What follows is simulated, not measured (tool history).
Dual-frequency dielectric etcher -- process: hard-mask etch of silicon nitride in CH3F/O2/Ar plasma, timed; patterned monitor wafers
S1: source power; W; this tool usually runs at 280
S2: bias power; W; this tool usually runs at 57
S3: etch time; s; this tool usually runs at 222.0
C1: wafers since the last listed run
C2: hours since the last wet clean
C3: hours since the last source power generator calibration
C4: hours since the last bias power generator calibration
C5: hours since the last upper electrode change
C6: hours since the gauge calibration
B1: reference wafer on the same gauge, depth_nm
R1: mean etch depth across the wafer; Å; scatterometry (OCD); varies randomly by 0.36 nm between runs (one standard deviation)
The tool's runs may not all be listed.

run	hour	S1	S2	S3	C1	C2	C3	C4	C5	C6	B1	R1
1	0.0	280	57	222.0	0	376.1	4446.0	4565.0	3754.8	89.7	126.1	1210
2	12.7	280	57	222.0	47	388.8	4458.7	4577.7	3767.5	102.4	126.0	1214
3	28.3	280	57	222.0	58	404.4	4474.3	4593.3	3783.1	118.0	126.0	1215
4	43.3	280	57	222.0	56	419.4	4489.3	4608.3	3798.1	133.0	126.1	1217
5	63.2	280	54	171.5	74	439.3	4509.2	4628.2	3818.0	152.9	126.0	929
6	79.9	280	54	171.5	62	456.0	4525.9	4644.9	3834.7	169.6	126.0	930
7	90.5	280	54	171.5	39	466.6	4536.5	4655.5	3845.3	180.2	126.0	932
8	98.6	280	57	222.0	30	474.7	4544.6	4663.6	3853.4	188.3	126.0	1224
9	108.1	280	57	222.0	35	484.2	4554.1	4673.1	3862.9	197.8	126.0	1227
10	114.7	280	57	222.0	24	490.8	4560.7	4679.7	3869.5	204.4	126.1	1230
11	130.2	280	57	222.0	58	506.3	4576.2	4695.2	3885.0	219.9	126.1	1226
12	145.4	280	57	222.0	57	521.5	4591.4	4710.4	3900.2	235.1	125.9	1228
13	151.9	280	57	222.0	24	528.0	4597.9	4716.9	3906.7	241.6	126.0	1231
14	165.9	280	57	222.0	52	542.0	4611.9	4730.9	3920.7	255.6	126.0	1236
15	174.6	280	57	222.0	32	550.7	4620.6	4739.6	3929.4	264.3	126.0	1235
16	190.9	260	52	244.5	61	567.0	4636.9	4755.9	3945.7	280.6	126.0	1281
17	196.9	260	69	176.5	22	573.0	4642.9	4761.9	3951.7	286.6	126.0	1005
# hour 202.1: bias power generator calibrated
# hour 230.1: source power generator calibrated
# hour 234.6: wet clean of the chamber
# hour 241.1: gauge calibrated
# hour 246.1: upper electrode replaced
18	246.6	280	64	169.5	96	12.0	16.5	44.5	0.5	5.5	125.9	919
19	247.0	280	54	171.5	1	12.4	16.9	44.9	0.9	5.9	126.0	889
20	247.3	280	57	222.0	1	12.7	17.2	45.2	1.2	6.2	126.0	1164
21	248.6	280	57	222.0	4	14.0	18.5	46.5	2.5	7.5	126.0	1167
22	259.4	250	57	200.0	40	24.8	29.3	57.3	13.3	18.3	125.9	996
23	273.2	340	49	169.5	51	38.6	43.1	71.1	27.1	32.1	125.9	939
24	286.3	220	69	254.0	49	51.7	56.2	84.2	40.2	45.2	126.0	1255
25	299.0	230	49	177.5	47	64.4	68.9	96.9	52.9	57.9	125.9	814
26	313.5	220	66	245.5	54	78.9	83.4	111.4	67.4	72.4	126.0	1193
27	321.3	320	44	284.0	29	86.7	91.2	119.2	75.2	80.2	126.1	1502
28	329.7	260	45	222.0	31	95.1	99.6	127.6	83.6	88.6	126.0	1068

Branching from run 28: 4 alternative next runs. What would each branch give?
A	330.2	280	57	222.0	1	95.6	100.1	128.1	84.1	89.1	?	?
B	330.2	260	43	196.5	1	95.6	100.1	128.1	84.1	89.1	?	?
C	330.2	280	47	222.0	1	95.6	100.1	128.1	84.1	89.1	?	?
D	330.2	280	69	268.0	1	95.6	100.1	128.1	84.1	89.1	?	?

run	B1	R1
A	126.1	1175
B	126.1	934
C	126.1	1118
D	126.1	1495
Take away the tool's hidden state, keep each run's random variation, and the runs would have read:
run	R1
A	1167
B	928
C	1111
D	1486

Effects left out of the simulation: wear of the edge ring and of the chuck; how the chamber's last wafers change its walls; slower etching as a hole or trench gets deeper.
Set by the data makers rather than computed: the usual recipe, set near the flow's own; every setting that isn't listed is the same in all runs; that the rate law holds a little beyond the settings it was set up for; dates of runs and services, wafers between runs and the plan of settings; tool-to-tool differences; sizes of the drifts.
